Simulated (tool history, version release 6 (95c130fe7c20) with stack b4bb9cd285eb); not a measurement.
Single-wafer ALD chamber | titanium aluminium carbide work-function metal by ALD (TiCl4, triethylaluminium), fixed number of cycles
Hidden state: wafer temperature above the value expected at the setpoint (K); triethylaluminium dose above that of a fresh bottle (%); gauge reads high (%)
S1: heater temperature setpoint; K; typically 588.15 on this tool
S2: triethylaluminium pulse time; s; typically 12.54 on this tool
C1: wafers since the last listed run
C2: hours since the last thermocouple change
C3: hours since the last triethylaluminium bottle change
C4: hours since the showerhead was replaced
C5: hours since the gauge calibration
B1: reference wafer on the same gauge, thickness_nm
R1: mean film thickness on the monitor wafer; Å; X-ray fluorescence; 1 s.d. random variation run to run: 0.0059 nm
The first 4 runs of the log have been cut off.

run 5 hour=50.4 | S1=592.15 S2=12.54 | C1=77 C2=2703.6 C3=1633.8 C4=6191.7 C5=352.4 | B1=2.038 | R1=22.44
run 6 hour=87.0 | S1=592.15 S2=12.54 | C1=325 C2=2740.2 C3=1670.4 C4=6228.3 C5=389.0 | B1=2.042 | R1=22.32
run 7 hour=114.0 | S1=588.15 S2=12.54 | C1=240 C2=2767.2 C3=1697.4 C4=6255.3 C5=416.0 | B1=2.037 | R1=21.87
run 8 hour=125.0 | S1=588.15 S2=12.54 | C1=97 C2=2778.2 C3=1708.4 C4=6266.3 C5=427.0 | B1=2.044 | R1=21.80
-- hour=142.0 thermocouple changed; heater temperature recalibrated
run 9 hour=142.5 | S1=588.15 S2=12.54 | C1=84 C2=0.5 C3=1725.9 C4=6283.8 C5=444.5 | B1=2.040 | R1=21.77
-- hour=144.0 gauge calibrated
run 10 hour=150.7 | S1=588.15 S2=12.54 | C1=73 C2=8.7 C3=1734.1 C4=6292.0 C5=6.7 | B1=2.039 | R1=21.76
run 11 hour=158.3 | S1=588.15 S2=12.54 | C1=67 C2=16.3 C3=1741.7 C4=6299.6 C5=14.3 | B1=2.039 | R1=21.81
-- hour=169.6 triethylaluminium bottle replaced
run 12 hour=171.9 | S1=588.15 S2=12.54 | C1=49 C2=29.9 C3=2.3 C4=6313.2 C5=27.9 | B1=2.039 | R1=23.51
run 13 hour=179.0 | S1=588.15 S2=12.54 | C1=63 C2=37.0 C3=9.4 C4=6320.3 C5=35.0 | B1=2.039 | R1=23.58
run 14 hour=187.4 | S1=588.15 S2=12.54 | C1=74 C2=45.4 C3=17.8 C4=6328.7 C5=43.4 | B1=2.039 | R1=23.50
run 15 hour=196.5 | S1=592.15 S2=8.22 | C1=81 C2=54.5 C3=26.9 C4=6337.8 C5=52.5 | B1=2.040 | R1=21.44
run 16 hour=204.5 | S1=588.15 S2=12.54 | C1=71 C2=62.5 C3=34.9 C4=6345.8 C5=60.5 | B1=2.036 | R1=23.45
run 17 hour=221.2 | S1=580.15 S2=15.31 | C1=148 C2=79.2 C3=51.6 C4=6362.5 C5=77.2 | B1=2.039 | R1=23.20
run 18 hour=231.2 | S1=588.15 S2=12.54 | C1=89 C2=89.2 C3=61.6 C4=6372.5 C5=87.2 | B1=2.037 | R1=23.57
-- hour=245.5 showerhead replaced
run 19 hour=246.9 | S1=596.15 S2=7.85 | C1=68 C2=104.9 C3=77.3 C4=1.4 C5=102.9 | B1=2.039 | R1=21.23
run 20 hour=256.9 | S1=588.15 S2=12.54 | C1=89 C2=114.9 C3=87.3 C4=11.4 C5=112.9 | B1=2.040 | R1=23.48
run 21 hour=274.1 | S1=588.15 S2=15.82 | C1=153 C2=132.1 C3=104.5 C4=28.6 C5=130.1 | B1=2.041 | R1=23.91
run 22 hour=281.2 | S1=581.15 S2=12.54 | C1=63 C2=139.2 C3=111.6 C4=35.7 C5=137.2 | B1=2.039 | R1=22.92
run 23 hour=291.7 | S1=588.15 S2=17.37 | C1=93 C2=149.7 C3=122.1 C4=46.2 C5=147.7 | B1=2.040 | R1=23.97
run 24 hour=301.5 | S1=588.15 S2=12.54 | C1=87 C2=159.5 C3=131.9 C4=56.0 C5=157.5 | B1=2.040 | R1=23.54
run 25 hour=319.0 | S1=588.15 S2=12.54 | C1=155 C2=177.0 C3=149.4 C4=73.5 C5=175.0 | B1=2.038 | R1=23.56
run 26 hour=336.3 | S1=584.15 S2=9.69 | C1=154 C2=194.3 C3=166.7 C4=90.8 C5=192.3 | B1=2.040 | R1=22.08
run 27 hour=349.3 | S1=575.15 S2=11.03 | C1=115 C2=207.3 C3=179.7 C4=103.8 C5=205.3 | B1=2.042 | R1=21.94
run 28 hour=362.3 | S1=603.15 S2=12.54 | C1=115 C2=220.3 C3=192.7 C4=116.8 C5=218.3 | B1=2.040 | R1=24.86
run 29 hour=375.2 | S1=588.15 S2=17.55 | C1=114 C2=233.2 C3=205.6 C4=129.7 C5=231.2 | B1=2.040 | R1=23.89

What does the tool deliver on the next run?
run 30 hour=383.6 | S1=588.15 S2=10.69 | C1=74 C2=241.6 C3=214.0 C4=138.1 C5=239.6 | B1=? | R1=?

B1: 2.041
R1: 22.90 Å
Were there no unlogged condition in the tool, this run, its random variation unchanged, would have produced R1 23.25 Å.
